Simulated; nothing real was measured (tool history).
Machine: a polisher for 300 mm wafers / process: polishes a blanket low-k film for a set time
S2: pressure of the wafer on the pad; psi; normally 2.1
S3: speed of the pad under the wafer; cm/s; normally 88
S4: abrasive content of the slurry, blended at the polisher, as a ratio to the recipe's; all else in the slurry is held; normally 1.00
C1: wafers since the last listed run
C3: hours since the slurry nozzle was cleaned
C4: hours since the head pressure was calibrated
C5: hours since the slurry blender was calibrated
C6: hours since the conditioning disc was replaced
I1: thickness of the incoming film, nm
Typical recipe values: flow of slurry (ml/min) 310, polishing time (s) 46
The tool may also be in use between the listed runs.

Run 1, hour 0.0: usual settings; C1 0; wafers polished on this pad 88; C3 590.3; C4 759.0; C5 157.2; C6 215.1; I1 811.1. Result: film removed (angstrom) 208.
Run 2, hour 7.3: usual settings; C1 76; wafers polished on this pad 165; C3 597.6; C4 766.3; C5 164.5; C6 222.4; I1 798.9. Result: film removed (angstrom) 206.
Run 3, hour 14.5: usual settings but S4 0.90; C1 75; wafers polished on this pad 241; C3 604.8; C4 773.5; C5 171.7; C6 229.6; I1 800.5. Result: film removed (angstrom) 193.
Run 4, hour 23.0: usual settings but S4 0.90; C1 89; wafers polished on this pad 330; C3 613.3; C4 782.0; C5 180.2; C6 238.1; I1 802.4. Result: film removed (angstrom) 192.
Run 5, hour 29.5: usual settings but S4 0.90, polishing time (s) 39; C1 68; wafers polished on this pad 398; C3 619.8; C4 788.5; C5 186.7; C6 244.6; I1 800.5. Result: film removed (angstrom) 160.
Run 6, hour 40.9: usual settings; C1 119; wafers polished on this pad 518; C3 631.2; C4 799.9; C5 198.1; C6 256.0; I1 811.7. Result: film removed (angstrom) 203.
Run 7, hour 56.1: usual settings; C1 159; wafers polished on this pad 677; C3 646.4; C4 815.1; C5 213.3; C6 271.2; I1 815.0. Result: film removed (angstrom) 204.
Run 8, hour 73.6: usual settings but flow of slurry (ml/min) 335; C1 183; wafers polished on this pad 861; C3 663.9; C4 832.6; C5 230.8; C6 288.7; I1 802.6. Result: film removed (angstrom) 209.
Run 9, hour 85.8: usual settings but flow of slurry (ml/min) 335; C1 128; wafers polished on this pad 989; C3 676.1; C4 844.8; C5 243.0; C6 300.9; I1 799.9. Result: film removed (angstrom) 206.
Run 10, hour 98.1: usual settings but S2 2.4 psi; C1 129; wafers polished on this pad 1118; C3 688.4; C4 857.1; C5 255.3; C6 313.2; I1 805.0. Result: film removed (angstrom) 226.
At hour 104.0: worn pad replaced by a new one.
Run 11, hour 109.0: usual settings but S2 2.4 psi; C1 72; wafers polished on this pad 52; C3 699.3; C4 868.0; C5 266.2; C6 324.1; I1 787.6. Result: film removed (angstrom) 228.
Run 12, hour 121.3: usual settings but S2 2.4 psi; C1 129; wafers polished on this pad 181; C3 711.6; C4 880.3; C5 278.5; C6 336.4; I1 790.2. Result: film removed (angstrom) 223.
At hour 131.9: head pressure recalibrated.
Run 13, hour 136.7: usual settings; C1 140; wafers polished on this pad 322; C3 727.0; C4 4.8; C5 293.9; C6 351.8; I1 804.2. Result: film removed (angstrom) 198.
Run 14, hour 143.2: usual settings; C1 68; wafers polished on this pad 390; C3 733.5; C4 11.3; C5 300.4; C6 358.3; I1 789.9. Result: film removed (angstrom) 199.
Run 15, hour 159.4: usual settings but polishing time (s) 33; C1 170; wafers polished on this pad 560; C3 749.7; C4 27.5; C5 316.6; C6 374.5; I1 794.5. Result: film removed (angstrom) 145.
Run 16, hour 174.0: usual settings but S3 74 cm/s; C1 153; wafers polished on this pad 713; C3 764.3; C4 42.1; C5 331.2; C6 389.1; I1 796.9. Result: film removed (angstrom) 174.
Run 17, hour 185.9: usual settings; C1 124; wafers polished on this pad 838; C3 776.2; C4 54.0; C5 343.1; C6 401.0; I1 806.7. Result: film removed (angstrom) 199.
At hour 192.1: slurry blender recalibrated.
Run 18, hour 198.0: usual settings but S3 74 cm/s, S4 1.20; C1 106; wafers polished on this pad 944; C3 788.3; C4 66.1; C5 5.9; C6 413.1; I1 791.6. Result: film removed (angstrom) 199.
Run 19, hour 211.6: usual settings but flow of slurry (ml/min) 275, S3 70 cm/s; C1 142; wafers polished on this pad 1087; C3 801.9; C4 79.7; C5 19.5; C6 426.7; I1 795.1. Result: film removed (angstrom) 166.
At hour 220.6: worn pad replaced by a new one.
At hour 234.6: slurry nozzle cleaned.
Run 20, hour 250.9: usual settings but S2 1.8 psi, S3 118 cm/s, S4 0.80; C1 360; wafers polished on this pad 307; C3 16.3; C4 119.0; C5 58.8; C6 466.0; I1 789.5. Result: film removed (angstrom) 169.
Run 21, hour 268.0: usual settings but flow of slurry (ml/min) 220, S3 64 cm/s, S4 1.25; C1 179; wafers polished on this pad 487; C3 33.4; C4 136.1; C5 75.9; C6 483.1; I1 797.7. Result: film removed (angstrom) 170.
At hour 282.7: conditioning disc replaced and pad reconditioned.
Run 22, hour 285.2: usual settings but S3 72 cm/s, S4 0.80, polishing time (s) 30; C1 159; wafers polished on this pad 647; C3 50.6; C4 153.3; C5 93.1; C6 2.5; I1 793.5. Result: film removed (angstrom) 83.
At hour 313.3: worn pad replaced by a new one.
At hour 334.7: conditioning disc replaced and pad reconditioned, repeated, since the last time left the tool worse.
Run 23, hour 335.2: usual settings; C1 462; wafers polished on this pad 209; C3 100.6; C4 203.3; C5 143.1; C6 0.5; I1 789.4. Result: film removed (angstrom) 222.
Run 24, hour 344.7: usual settings but flow of slurry (ml/min) 265; C1 99; wafers polished on this pad 309; C3 110.1; C4 212.8; C5 152.6; C6 10.0; I1 784.5. Result: film removed (angstrom) 217.
Run 25, hour 361.8: usual settings but S2 1.8 psi, S3 118 cm/s, S4 0.80; C1 179; wafers polished on this pad 488; C3 127.2; C4 229.9; C5 169.7; C6 27.1; I1 795.2. Result: film removed (angstrom) 195.
Run 26, hour 376.4: usual settings but flow of slurry (ml/min) 420, S3 76 cm/s, S4 1.25, polishing time (s) 59; C1 153; wafers polished on this pad 641; C3 141.8; C4 244.5; C5 184.3; C6 41.7; I1 793.8. Result: film removed (angstrom) 300.
At hour 415.8: worn pad replaced by a new one.
Run 27, hour 416.1: usual settings but flow of slurry (ml/min) 240; C1 374; wafers polished on this pad 3; C3 181.5; C4 284.2; C5 224.0; C6 81.4; I1 805.9. Result: film removed (angstrom) 215.

Forecast each of these 3 alternatives for the next run:
Run A, hour 416.5: usual settings but flow of slurry (ml/min) 225; C1 4; wafers polished on this pad 7; C3 181.9; C4 284.6; C5 224.4; C6 81.8; I1 804.6. Result: film removed (angstrom) ?.
Run B, hour 416.5: usual settings but S2 1.5 psi; C1 4; wafers polished on this pad 7; C3 181.9; C4 284.6; C5 224.4; C6 81.8; I1 804.6. Result: film removed (angstrom) ?.
Run C, hour 416.5: usual settings but S2 1.9 psi, S3 106 cm/s, polishing time (s) 59; C1 4; wafers polished on this pad 7; C3 181.9; C4 284.6; C5 224.4; C6 81.8; I1 804.6. Result: film removed (angstrom) ?.

run  film removed (angstrom)
  A                      212
  B                      159
  C                      292
Had the tool no hidden state, the same runs would have come out as:
run  film removed (angstrom)
  A                      218
  B                      163
  C                      301
